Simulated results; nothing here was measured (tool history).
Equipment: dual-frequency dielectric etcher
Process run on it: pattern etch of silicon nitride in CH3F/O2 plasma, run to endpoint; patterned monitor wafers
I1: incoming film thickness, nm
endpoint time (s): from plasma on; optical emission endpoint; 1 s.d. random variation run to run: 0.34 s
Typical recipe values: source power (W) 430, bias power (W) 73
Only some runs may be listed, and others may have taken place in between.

Run 1, hour 0.0: usual settings; I1 107.7. Result: endpoint time (s) 110.3.
Run 2, hour 7.0: usual settings; I1 108.3. Result: endpoint time (s) 110.8.
At hour 23.5: bias power generator calibrated.
At hour 47.3: upper electrode replaced.
Run 3, hour 47.8: usual settings but source power (W) 370, bias power (W) 83; I1 106.8. Result: endpoint time (s) 111.1.
Run 4, hour 48.2: usual settings; I1 107.1. Result: endpoint time (s) 109.7.
Run 5, hour 48.5: usual settings but bias power (W) 84; I1 107.2. Result: endpoint time (s) 105.6.
Run 6, hour 61.3: usual settings; I1 108.6. Result: endpoint time (s) 110.4.
Run 7, hour 71.2: usual settings; I1 106.6. Result: endpoint time (s) 108.3.
Run 8, hour 80.3: usual settings; I1 107.2. Result: endpoint time (s) 109.4.
Run 9, hour 86.6: usual settings; I1 107.2. Result: endpoint time (s) 109.0.
Run 10, hour 97.1: usual settings; I1 108.1. Result: endpoint time (s) 110.3.
Run 11, hour 109.3: usual settings; I1 108.9. Result: endpoint time (s) 110.8.
Run 12, hour 119.6: usual settings; I1 107.0. Result: endpoint time (s) 108.9.
Run 13, hour 128.7: usual settings; I1 107.4. Result: endpoint time (s) 109.3.
At hour 153.3: wet clean of the chamber.
Run 14, hour 153.8: usual settings but source power (W) 470, bias power (W) 62; I1 107.7. Result: endpoint time (s) 113.9.
Run 15, hour 154.2: usual settings; I1 107.5. Result: endpoint time (s) 112.5.
Run 16, hour 154.6: usual settings but source power (W) 540, bias power (W) 79; I1 109.0. Result: endpoint time (s) 103.1.
Run 17, hour 165.7: usual settings but source power (W) 530; I1 107.9. Result: endpoint time (s) 105.3.
Run 18, hour 173.1: usual settings; I1 107.2. Result: endpoint time (s) 111.9.
Run 19, hour 182.2: usual settings but source power (W) 470, bias power (W) 86; I1 107.1. Result: endpoint time (s) 103.6.
Run 20, hour 189.1: usual settings but source power (W) 530, bias power (W) 60; I1 107.6. Result: endpoint time (s) 108.9.
At hour 193.8: source power generator calibrated.
Run 21, hour 199.1: usual settings but source power (W) 530, bias power (W) 64; I1 107.2. Result: endpoint time (s) 107.5.
Run 22, hour 216.8: usual settings; I1 107.3. Result: endpoint time (s) 111.3.
Run 23, hour 225.7: usual settings but bias power (W) 89; I1 106.4. Result: endpoint time (s) 105.1.
Run 24, hour 237.4: usual settings but source power (W) 350, bias power (W) 85; I1 107.4. Result: endpoint time (s) 114.9.
Run 25, hour 251.6: usual settings; I1 107.8. Result: endpoint time (s) 112.0.
Run 26, hour 260.8: usual settings but source power (W) 480, bias power (W) 58; I1 107.4. Result: endpoint time (s) 112.9.
Run 27, hour 269.0: usual settings but source power (W) 390, bias power (W) 62; I1 108.0. Result: endpoint time (s) 120.6.
Run 28, hour 277.8: usual settings but source power (W) 360, bias power (W) 60; I1 107.6. Result: endpoint time (s) 124.5.
Run 29, hour 292.8: usual settings but source power (W) 400; I1 107.6. Result: endpoint time (s) 114.0.
Run 30, hour 308.6: usual settings but source power (W) 320, bias power (W) 78; I1 107.7. Result: endpoint time (s) 121.0.
Run 31, hour 325.2: usual settings but source power (W) 360, bias power (W) 78; I1 108.6. Result: endpoint time (s) 116.6.
Run 32, hour 331.3: usual settings; I1 107.7. Result: endpoint time (s) 111.1.
Run 33, hour 339.8: usual settings but source power (W) 350, bias power (W) 64; I1 108.1. Result: endpoint time (s) 123.5.
Run 34, hour 346.8: usual settings; I1 107.7. Result: endpoint time (s) 110.7.
Run 35, hour 385.3: usual settings but source power (W) 390, bias power (W) 78; I1 108.5. Result: endpoint time (s) 113.4.

How would selected steps in endpoint time (s) from run to run divide? Give the signed amount a tool lacking its hidden state would still show from settings, what came in and random variation, and the signed amount left for the hidden state, including any gauge scatter that is not in both of the compared results.
The hidden state here: etch rate over this chamber's usual, %; source power that arrives over what is set, %; bias power that arrives over what is set, %.
Run 2 -> 3: source power (W) 430 -> 370, bias power (W) 73 -> 83, bias power generator calibrated, upper electrode replaced. endpoint time (s) +0.3: hidden state -0.3, all else +0.6.
Run 13 -> 14: source power (W) 430 -> 470, bias power (W) 73 -> 62, wet clean of the chamber. endpoint time (s) +4.6: hidden state +3.3, all else +1.3.
Run 28 -> 29: source power (W) 360 -> 400, bias power (W) 60 -> 73. endpoint time (s) -10.5: hidden state +0.0, all else -10.5.
Run 32 -> 33: source power (W) 430 -> 350, bias power (W) 73 -> 64. endpoint time (s) +12.4: hidden state -0.1, all else +12.5.
Run 33 -> 34: source power (W) 350 -> 430, bias power (W) 64 -> 73. endpoint time (s) -12.8: hidden state +0.0, all else -12.8.
Run 34 -> 35: source power (W) 430 -> 390, bias power (W) 73 -> 78. endpoint time (s) +2.7: hidden state -0.4, all else +3.1.

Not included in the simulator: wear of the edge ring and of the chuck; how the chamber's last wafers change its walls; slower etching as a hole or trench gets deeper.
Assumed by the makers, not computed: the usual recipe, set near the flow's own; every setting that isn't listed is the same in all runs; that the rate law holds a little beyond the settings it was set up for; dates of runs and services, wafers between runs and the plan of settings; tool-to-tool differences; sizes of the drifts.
